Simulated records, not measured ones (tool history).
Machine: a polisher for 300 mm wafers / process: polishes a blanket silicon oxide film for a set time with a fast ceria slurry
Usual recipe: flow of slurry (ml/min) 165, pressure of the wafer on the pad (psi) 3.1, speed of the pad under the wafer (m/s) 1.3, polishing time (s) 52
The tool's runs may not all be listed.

| run | day | flow of slurry (ml/min) | pressure of the wafer on the pad (psi) | speed of the pad under the wafer (m/s) | polishing time (s) | wafers since the last listed run | wafers polished on this pad | hours since the slurry nozzle was cleaned | hours since the head pressure was calibrated | incoming thickness of the incoming film, nm | film removed (nm) |
|---|---|---|---|---|---|---|---|---|---|---|---|
| 1 | 0 | 165 | 2.3 | 1.3 | 52 | 0 | 3452 | 7.4 | 754.8 | 3309.2 | 1029.3 |
|  | 0.1 | worn pad replaced by a new one |
| 2 | 2.65 | 165 | 3.1 | 1.3 | 52 | 937 | 937 | 71 | 818.4 | 3366.2 | 1313.1 |
| 3 | 5.346 | 165 | 3.1 | 1.3 | 52 | 989 | 1927 | 135.7 | 883.1 | 3355.1 | 1318.9 |
| 4 | 6.454 | 165 | 3.1 | 1.3 | 52 | 407 | 2334 | 162.3 | 909.7 | 3333 | 1301.5 |
| 5 | 7.604 | 165 | 3.1 | 1.08 | 44 | 422 | 2756 | 189.9 | 937.3 | 3276.5 | 896.7 |
| 6 | 8.904 | 165 | 3.1 | 1.08 | 44 | 477 | 3233 | 221.1 | 968.5 | 3353.1 | 910.3 |
|  | 10.696 | slurry nozzle cleaned |
|  | 11.267 | worn pad replaced by a new one |
| 7 | 11.792 | 165 | 3.1 | 1.3 | 52 | 983 | 193 | 26.3 | 1037.8 | 3312.8 | 1281.6 |
| 8 | 14.571 | 165 | 3.1 | 1.3 | 52 | 1020 | 1213 | 93 | 1104.5 | 3344.8 | 1308.2 |
| 9 | 16.121 | 165 | 3.1 | 1.3 | 52 | 569 | 1783 | 130.2 | 1141.7 | 3353.9 | 1314.9 |
| 10 | 18.729 | 165 | 3.1 | 1.3 | 52 | 957 | 2740 | 192.8 | 1204.3 | 3355.8 | 1299.5 |
| 11 | 20.621 | 165 | 3.1 | 1.54 | 52 | 694 | 3435 | 238.2 | 1249.7 | 3288.4 | 1579.4 |
|  | 20.954 | worn pad replaced by a new one |
|  | 22.088 | slurry nozzle cleaned |
| 12 | 22.575 | 165 | 3.1 | 1.54 | 52 | 641 | 579 | 11.7 | 1296.6 | 3300.4 | 1591.1 |
| 13 | 25.429 | 130 | 3.1 | 1.3 | 52 | 1048 | 1627 | 80.2 | 1365.1 | 3272.7 | 1314.5 |
| 14 | 27.625 | 165 | 3.1 | 1.3 | 52 | 806 | 2433 | 132.9 | 1417.8 | 3327.9 | 1348.4 |
| 15 | 29.162 | 165 | 3.1 | 1.3 | 52 | 564 | 2998 | 169.8 | 1454.7 | 3291.4 | 1348.3 |
|  | 30.542 | head pressure recalibrated |
| 16 | 30.729 | 165 | 3.1 | 1.3 | 52 | 544 | 3543 | 207.4 | 4.5 | 3387.2 | 1230.5 |
|  | 32.35 | worn pad replaced by a new one |
| 17 | 32.371 | 165 | 2.2 | 1.3 | 58 | 541 | 8 | 246.8 | 43.9 | 3353.8 | 1078.1 |
|  | 32.762 | slurry nozzle cleaned |
| 18 | 33.679 | 215 | 4 | 1.3 | 46 | 465 | 473 | 22 | 75.3 | 3323.9 | 1370.2 |
|  | 41.579 | worn pad replaced by a new one |
|  | 42.283 | slurry nozzle cleaned |
| 19 | 42.404 | 205 | 3.1 | 1.02 | 52 | 3127 | 287 | 2.9 | 284.7 | 3281.1 | 1019.3 |
| 20 | 44.883 | 115 | 2.2 | 1.44 | 64 | 910 | 1198 | 62.4 | 344.2 | 3333.2 | 1307.9 |
| 21 | 47 | 165 | 2.4 | 0.98 | 52 | 777 | 1975 | 113.2 | 395 | 3388.9 | 805.3 |
| 22 | 49.225 | 165 | 3.9 | 1.3 | 62 | 817 | 2792 | 166.6 | 448.4 | 3306.4 | 1879.7 |
| 23 | 50.446 | 165 | 3.1 | 1.08 | 44 | 448 | 3241 | 195.9 | 477.7 | 3313.8 | 889.5 |
| 24 | 51.992 | 165 | 3.1 | 1.3 | 40 | 567 | 3808 | 233 | 514.8 | 3303.9 | 1007 |
| 25 | 53.412 | 165 | 2.2 | 1.18 | 44 | 521 | 4330 | 267.1 | 548.9 | 3253.9 | 778.6 |

4 ways to go on from here, each from the tool as it stands after run 25. What would each give?
| A | 53.429 | 165 | 3.1 | 1.3 | 52 | 6 | 4336 | 267.5 | 549.3 | 3352.4 | ? |
| B | 53.429 | 120 | 3.5 | 0.86 | 43 | 6 | 4336 | 267.5 | 549.3 | 3352.4 | ? |
| C | 53.429 | 125 | 3.1 | 1.3 | 52 | 6 | 4336 | 267.5 | 549.3 | 3352.4 | ? |
| D | 53.429 | 140 | 3.1 | 1.3 | 44 | 6 | 4336 | 267.5 | 549.3 | 3352.4 | ? |

| run | film removed (nm) |
|---|---|
| A | 1313.6 |
| B | 767.1 |
| C | 1279.2 |
| D | 1094.3 |
Had the tool no hidden state, the same runs would have come out as:
| run | film removed (nm) |
|---|---|
| A | 1247.6 |
| B | 728.5 |
| C | 1214.8 |
| D | 1039.2 |
